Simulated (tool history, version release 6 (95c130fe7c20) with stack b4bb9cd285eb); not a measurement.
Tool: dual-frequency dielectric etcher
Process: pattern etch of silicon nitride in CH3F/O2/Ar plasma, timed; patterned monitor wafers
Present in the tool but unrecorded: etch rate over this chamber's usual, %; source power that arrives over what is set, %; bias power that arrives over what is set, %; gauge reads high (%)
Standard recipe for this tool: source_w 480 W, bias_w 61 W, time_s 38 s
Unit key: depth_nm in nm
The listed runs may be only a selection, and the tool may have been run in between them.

run    hour  source_w  bias_w  time_s  wafers since the last listed run  hours since the last wet clean  hours since the last source power generator calibration  hours since the last bias power generator calibration  hours since the last upper electrode change  hours since the gauge calibration  read-back reference wafer on the same gauge, depth_nm  depth_nm
  1       0       480      61      31                                 0                           565.7                                                   3766.6                                                  987.4                                       3674.2                              774.2                                                  27.82      22.7
         53  -- wet clean of the chamber
  2    53.5       480      61      38                               593                             0.5                                                   3820.1                                                 1040.9                                       3727.7                              827.7                                                  27.82     27.72
  3     145       480      69      38                              1842                              92                                                   3911.6                                                 1132.4                                       3819.2                              919.2                                                  27.81     29.36
  4   241.9       480      69      38                              1951                           188.9                                                   4008.5                                                 1229.3                                       3916.1                             1016.1                                                  27.77     29.36
  5   287.6       480      69      38                               920                           234.6                                                   4054.2                                                   1275                                       3961.8                             1061.8                                                   27.8     29.34
  6   330.2       480      61      38                               857                           277.2                                                   4096.8                                                 1317.6                                       4004.4                             1104.4                                                   27.8     27.77
  7   370.5       480      61      38                               811                           317.5                                                   4137.1                                                 1357.9                                       4044.7                             1144.7                                                  27.81     27.75
  8   432.5       480      61      38                              1248                           379.5                                                   4199.1                                                 1419.9                                       4106.7                             1206.7                                                   27.8     27.74
  9   531.5       480      61      38                              1993                           478.5                                                   4298.1                                                 1518.9                                       4205.7                             1305.7                                                  27.81     27.74
 10   587.5       480      61      38                              1127                           534.5                                                   4354.1                                                 1574.9                                       4261.7                             1361.7                                                   27.8      27.8
      620.3  -- wet clean of the chamber
 11   629.4       480      61      38                               360                             9.1                                                     4396                                                 1616.8                                       4303.6                             1403.6                                                  27.81     27.82
 12   692.1       480      61    44.5                              1262                            71.8                                                   4458.7                                                 1679.5                                       4366.3                             1466.3                                                  27.78     32.47
 13   798.5       550      51    29.5                              2142                           178.2                                                   4565.1                                                 1785.9                                       4472.7                             1572.7                                                   27.8     20.94
 14   880.7       410      51    48.5                              1655                           260.4                                                   4647.3                                                 1868.1                                       4554.9                             1654.9                                                  27.82     31.18
 15   971.3       430      48    47.5                              1824                             351                                                   4737.9                                                 1958.7                                       4645.5                             1745.5                                                  27.79     30.29
      984.4  -- bias power generator calibrated
 16  1041.9       570      71      46                              1341                           421.6                                                   4808.5                                                   57.5                                       4716.1                             1816.1                                                   27.8     38.39
 17  1081.2       380      75    32.5                               791                           460.9                                                   4847.8                                                   96.8                                       4755.4                             1855.4                                                  27.82     24.17
     1115.7  -- source power generator calibrated
 18  1126.6       480      55      38                               833                           506.3                                                     10.9                                                  142.2                                       4800.8                             1900.8                                                  27.79     26.89
     1155.1  -- gauge calibrated
 19  1198.4       550      61      38                              1445                           578.1                                                     82.7                                                    214                                       4872.6                               43.3                                                  27.79     29.31
     1274.7  -- upper electrode replaced
 20  1275.2       480      61      38                              1063                           654.9                                                    159.5                                                  290.8                                          0.5                              120.1                                                  27.81     27.92
       1305  -- wet clean of the chamber
 21  1350.8       480      61      38                              1038                            45.8                                                    235.1                                                  366.4                                         76.1                              195.7                                                   27.8     27.87
 22  1399.5       400      74    34.5                               980                            94.5                                                    283.8                                                  415.1                                        124.8                              244.4                                                  27.82     25.88
 23  1455.8       510      61      38                              1133                           150.8                                                    340.1                                                  471.4                                        181.1                              300.7                                                   27.8     28.48
 24  1503.1       480      61      38                               952                           198.1                                                    387.4                                                  518.7                                        228.4                                348                                                  27.78     27.83
 25  1600.8       480      61      38                              1967                           295.8                                                    485.1                                                  616.4                                        326.1                              445.7                                                   27.8     27.86
 26  1651.1       480      61      38                              1012                           346.1                                                    535.4                                                  666.7                                        376.4                                496                                                  27.79     27.79
 27  1746.8       540      61      38                              1926                           441.8                                                    631.1                                                  762.4                                        472.1                              591.7                                                  27.78     28.96
     1836.6  -- wet clean of the chamber
 28  1837.1       480      61      38                              1334                             0.5                                                    721.4                                                  852.7                                        562.4                                682                                                   27.8     27.88
 29  1921.9       480      61      38                              1707                            85.3                                                    806.2                                                  937.5                                        647.2                              766.8                                                  27.78     27.81

What if the next run were any one of these 5? Each begins from the tool's condition after run 29:
  A  1922.3       360      61      38                                 8                            85.7                                                    806.6                                                  937.9                                        647.6                              767.2                                                      ?         ?
  B  1922.3       480      61    29.5                                 8                            85.7                                                    806.6                                                  937.9                                        647.6                              767.2                                                      ?         ?
  C  1922.3       560      71    32.5                                 8                            85.7                                                    806.6                                                  937.9                                        647.6                              767.2                                                      ?         ?
  D  1922.3       580      53      38                                 8                            85.7                                                    806.6                                                  937.9                                        647.6                              767.2                                                      ?         ?
  E  1922.3       560      57      34                                 8                            85.7                                                    806.6                                                  937.9                                        647.6                              767.2                                                      ?         ?

run  read-back reference wafer on the same gauge, depth_nm  depth_nm
  A                                                  27.81     25.31
  B                                                  27.81     21.59
  C                                                  27.81     26.69
  D                                                  27.81     28.02
  E                                                  27.81     25.51
What these runs would have given with no unlogged condition in the tool:
run  depth_nm
  A     25.59
  B     21.83
  C     26.98
  D      28.3
  E     25.77
